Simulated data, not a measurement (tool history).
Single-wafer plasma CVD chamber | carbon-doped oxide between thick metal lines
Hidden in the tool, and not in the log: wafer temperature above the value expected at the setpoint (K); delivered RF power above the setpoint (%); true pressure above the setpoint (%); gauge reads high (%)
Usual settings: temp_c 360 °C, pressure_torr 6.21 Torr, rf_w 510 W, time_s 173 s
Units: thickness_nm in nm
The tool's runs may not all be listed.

run    hour  temp_c  pressure_torr  rf_w  time_s  wafers since the last listed run  hours since the last thermocouple change  hours since the last RF generator calibration  hours since the last manometer calibration  hours since the showerhead was replaced  hours since the gauge calibration  read-back reference wafer on the same gauge, thickness_nm  thickness_nm
  1     0.0     360           6.21   510     173                                 0                                    1379.1                                          454.5                                      2296.8                                   2932.3                             1352.1                                                   1049.633       886.376
  2    62.4     360           6.76   475     173                               472                                    1441.5                                          516.9                                      2359.2                                   2994.7                             1414.5                                                   1049.730       845.021
  3   167.6     360           6.76   475     173                               796                                    1546.7                                          622.1                                      2464.4                                   3099.9                             1519.7                                                   1050.531       846.185
  4   227.0     360           6.76   475     173                               450                                    1606.1                                          681.5                                      2523.8                                   3159.3                             1579.1                                                   1050.263       842.158
  5   304.4     360           6.21   510     173                               586                                    1683.5                                          758.9                                      2601.2                                   3236.7                             1656.5                                                   1050.851       885.185
  6   345.7     360           6.21   510     173                               312                                    1724.8                                          800.2                                      2642.5                                   3278.0                             1697.8                                                   1051.116       884.954
  7   446.2     360           6.21   510     173                               761                                    1825.3                                          900.7                                      2743.0                                   3378.5                             1798.3                                                   1049.341       883.886
  8   500.5     360           6.21   510     173                               411                                    1879.6                                          955.0                                      2797.3                                   3432.8                             1852.6                                                   1050.883       881.759
  9   551.8     360           6.21   510     173                               388                                    1930.9                                         1006.3                                      2848.6                                   3484.1                             1903.9                                                   1048.082       883.698
 10   648.6     360           6.21   510     173                               733                                    2027.7                                         1103.1                                      2945.4                                   3580.9                             2000.7                                                   1050.669       879.546
      687.2  -- capacitance manometer re-zeroed and calibrated
 11   705.0     374           6.21   425     144                               366                                    2084.1                                         1159.5                                        17.8                                   3637.3                             2057.1                                                   1051.201       612.425
 12   749.8     360           7.11   465     173                               339                                    2128.9                                         1204.3                                        62.6                                   3682.1                             2101.9                                                   1049.541       820.673
      806.8  -- showerhead replaced
 13   833.8     360           5.25   595     173                               575                                    2212.9                                         1288.3                                       146.6                                     27.0                             2185.9                                                   1052.379       963.317
      894.5  -- gauge calibrated
 14  1117.8     360           5.29   455     173                              2151                                    2496.9                                         1572.3                                       430.6                                    311.0                              223.3                                                   1050.019       785.136
     1127.0  -- thermocouple changed; heater temperature recalibrated
     1294.0  -- RF generator calibrated
 15  1365.7     360           6.21   510     173                              1756                                     238.7                                           71.7                                       678.5                                    558.9                              471.2                                                   1049.063       887.676
 16  1436.2     360           6.21   510     173                               534                                     309.2                                          142.2                                       749.0                                    629.4                              541.7                                                   1050.928       889.678
 17  1536.9     360           6.67   460     173                               762                                     409.9                                          242.9                                       849.7                                    730.1                              642.4                                                   1050.861       822.811
 18  1597.4     367           6.21   510     155                               458                                     470.4                                          303.4                                       910.2                                    790.6                              702.9                                                   1049.512       782.116
 19  1702.6     360           6.21   510     173                               796                                     575.6                                          408.6                                      1015.4                                    895.8                              808.1                                                   1050.709       882.668
 20  1793.1     360           6.21   510     199                               685                                     666.1                                          499.1                                      1105.9                                    986.3                              898.6                                                   1051.163      1016.502

4 ways to go on from here, each from the tool as it stands after run 20. What would each give?
  A  1793.5     360           6.21   510     173                                 3                                     666.5                                          499.5                                      1106.3                                    986.7                              899.0                                                          ?             ?
  B  1793.5     360           6.21   465     173                                 3                                     666.5                                          499.5                                      1106.3                                    986.7                              899.0                                                          ?             ?
  C  1793.5     372           4.73   595     141                                 3                                     666.5                                          499.5                                      1106.3                                    986.7                              899.0                                                          ?             ?
  D  1793.5     374           6.21   570     173                                 3                                     666.5                                          499.5                                      1106.3                                    986.7                              899.0                                                          ?             ?

run  read-back reference wafer on the same gauge, thickness_nm  thickness_nm
  A                                                   1049.916       884.199
  B                                                   1049.916       825.417
  C                                                   1049.916       766.538
  D                                                   1049.916       931.666
Without the tool's hidden state the same runs would have given:
run  thickness_nm
  A       887.137
  B       828.219
  C       769.006
  D       934.665

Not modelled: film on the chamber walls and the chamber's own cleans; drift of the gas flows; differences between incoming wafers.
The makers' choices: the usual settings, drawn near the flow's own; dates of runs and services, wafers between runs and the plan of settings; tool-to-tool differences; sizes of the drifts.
